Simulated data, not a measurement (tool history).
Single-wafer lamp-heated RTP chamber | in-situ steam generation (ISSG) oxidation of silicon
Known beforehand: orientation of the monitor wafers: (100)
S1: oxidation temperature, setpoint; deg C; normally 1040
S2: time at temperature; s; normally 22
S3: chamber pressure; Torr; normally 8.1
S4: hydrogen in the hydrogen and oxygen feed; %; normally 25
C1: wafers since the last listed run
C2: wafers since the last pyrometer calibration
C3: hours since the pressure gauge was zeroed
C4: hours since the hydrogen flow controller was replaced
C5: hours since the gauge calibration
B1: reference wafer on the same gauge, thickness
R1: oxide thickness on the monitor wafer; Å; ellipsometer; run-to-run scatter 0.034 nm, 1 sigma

run    hour    S1  S2   S3  S4    C1    C2      C3      C4      C5     B1     R1
  1     0.0  1040  24  8.1  25     0  2759  2775.3  4431.2   757.8  8.043  74.58
  2    46.8  1040  24  8.1  25   870  3630  2822.1  4478.0   804.6  8.039  74.76
  3    80.6  1040  24  8.1  25   628  4258  2855.9  4511.8   838.4  8.044  74.51
  4   130.1  1040  22  8.1  25   920  5179  2905.4  4561.3   887.9  8.047  71.70
      196.0  -- pyrometer window cleaned and pyrometer calibrated
  5   196.5  1040  22  8.1  25  1085     8  2971.8  4627.7   954.3  8.045  69.69
  6   246.5  1040  22  8.1  25   929   938  3021.8  4677.7  1004.3  8.054  69.59
  7   312.8  1040  19  8.1  25  1232  2171  3088.1  4744.0  1070.6  8.044  65.74
      416.8  -- gauge calibrated
  8   522.4  1040  22  9.0  25  3897  6068  3297.7  4953.6   105.6  8.038  70.67
      557.8  -- pyrometer window cleaned and pyrometer calibrated
      584.9  -- hydrogen flow controller replaced
  9   585.4  1040  22  8.1  32   873   363  3360.7     0.5   168.6  8.047  74.70
 10   607.0  1040  22  8.1  32   401   765  3382.3    22.1   190.2  8.031  74.98
 11   661.5  1040  22  8.1  32  1013  1778  3436.8    76.6   244.7  8.048  75.45
 12   687.8  1040  22  8.1  25   489  2267  3463.1   102.9   271.0  8.054  71.16
 13   758.7  1050  28  8.1  25  1318  3586  3534.0   173.8   341.9  8.039  86.00
 14   824.8  1040  17  7.2  15  1229  4815  3600.1   239.9   408.0  8.029  55.58
 15   853.0  1040  22  8.1  32   524  5339  3628.3   268.1   436.2  8.044  76.65
      891.5  -- pressure gauge zeroed
      893.2  -- pyrometer window cleaned and pyrometer calibrated
 16   924.7  1040  26  8.1  22  1152   585    33.2   339.8   507.9  8.048  73.60
 17   951.3  1040  20  8.1  25   494  1080    59.8   366.4   534.5  8.040  66.71
 18  1007.8  1040  22  9.2  20  1050  2131   116.3   422.9   591.0  8.036  67.03
 19  1043.2  1040  22  8.1  22   658  2789   151.7   458.3   626.4  8.049  69.11
 20  1104.3  1040  26  9.2  25  1136  3925   212.8   519.4   687.5  8.041  77.57
 21  1133.0  1035  22  8.1  25   533  4459   241.5   548.1   716.2  8.033  69.30
 22  1172.6  1054  17  7.7  20   736  5195   281.1   587.7   755.8  8.035  64.14
     1184.4  -- pyrometer window cleaned and pyrometer calibrated
 23  1239.5  1040  20  8.1  25  1095  1025   348.0   654.6   822.7  8.035  67.04
 24  1268.5  1040  22  8.1  25   539  1564   377.0   683.6   851.7  8.037  70.61
 25  1330.8  1040  22  8.1  25  1158  2723   439.3   745.9   914.0  8.042  71.29

What was the tool's hidden state at every run in the log?
true pressure minus gauge reading, Torr: 0, the same for each run
deviation of the hydrogen flow from its setpoint, %: 0, the same for each run
gauge reads high (%): 0, the same for each run
H1: true wafer temperature minus pyrometer reading, K
run      H1
  1    5.46
  2    6.07
  3    6.37
  4    6.68
  5  0.0658
  6    2.51
  7    4.44
  8    6.43
  9    2.33
 10    3.26
 11    4.94
 12     5.5
 13    6.49
 14    6.98
 15    7.12
 16    2.13
 17    3.21
 18    4.81
 19    5.46
 20     6.2
 21    6.43
 22    6.66
 23    3.06
 24    4.01
 25    5.36
